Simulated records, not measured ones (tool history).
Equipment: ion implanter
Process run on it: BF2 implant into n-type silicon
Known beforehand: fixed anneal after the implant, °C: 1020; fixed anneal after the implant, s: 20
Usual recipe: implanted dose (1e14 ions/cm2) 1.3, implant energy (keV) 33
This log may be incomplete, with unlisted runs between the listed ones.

run,hour,implanted dose (1e14 ions/cm2),implant energy (keV),wafers since the last listed run,hours since the last dose calibration,hours since the extraction supply was calibrated,hours since the gauge calibration,"read-back reference wafer on the same gauge, sheet resistance",sheet resistance of the implanted and annealed layer (ohm/square)
1,0,1.3,33,0,1115.9,5538.6,16.3,704.29,727.69
2,16.4,1.3,33,277,1132.3,5555,32.7,703.74,723.99
3,23.4,1.3,33,118,1139.3,5562,39.7,704.43,728.08
4,40.6,1.3,33,291,1156.5,5579.2,56.9,703.86,723.65
5,53.8,1.3,33,223,1169.7,5592.4,70.1,704.27,725.25
6,62.7,1.3,33,150,1178.6,5601.3,79,704.31,724.99
7,74.4,1.44,38,197,1190.3,5613,90.7,703.9,652.93
8,90.2,1.44,38,267,1206.1,5628.8,106.5,704.39,656.52
9,103.4,1.3,33,223,1219.3,5642,119.7,704.1,725.17
10,115.6,1.3,33,206,1231.5,5654.2,131.9,703.75,723.62
11,132.3,1.3,33,282,1248.2,5670.9,148.6,703.67,724.56
12,145,1.3,26,214,1260.9,5683.6,161.3,703.57,748.53
# hour 170.2: extraction supply calibrated
13,171.6,1.3,26,314,1287.5,1.4,187.9,703.9,746.78
14,187.8,1.3,26,274,1303.7,17.6,204.1,703.81,748.13
15,194.4,1.3,41.5,111,1310.3,24.2,210.7,703.63,701.58
16,207.6,1.3,41.5,223,1323.5,37.4,223.9,703.93,702.16
# hour 226.1: Faraday cup replaced and dose calibrated
17,226.6,1.59,26.5,186,0.5,56.4,242.9,703.62,651.16
18,227.7,1.3,33,18,1.6,57.5,244,703.89,746.84
19,241.4,1.3,38,231,15.3,71.2,257.7,703.41,733.7

Forecast run 20:
# hour 244.5: gauge calibrated
20,253.9,1.6,22,211,27.8,83.7,9.4,?,?

{"run 20": {"read-back reference wafer on the same gauge, sheet resistance": 703.93, "sheet resistance of the implanted and annealed layer (ohm/square)": 662.21}}
With no hidden state in the tool, this same run would have given sheet resistance of the implanted and annealed layer (ohm/square) 662.69.

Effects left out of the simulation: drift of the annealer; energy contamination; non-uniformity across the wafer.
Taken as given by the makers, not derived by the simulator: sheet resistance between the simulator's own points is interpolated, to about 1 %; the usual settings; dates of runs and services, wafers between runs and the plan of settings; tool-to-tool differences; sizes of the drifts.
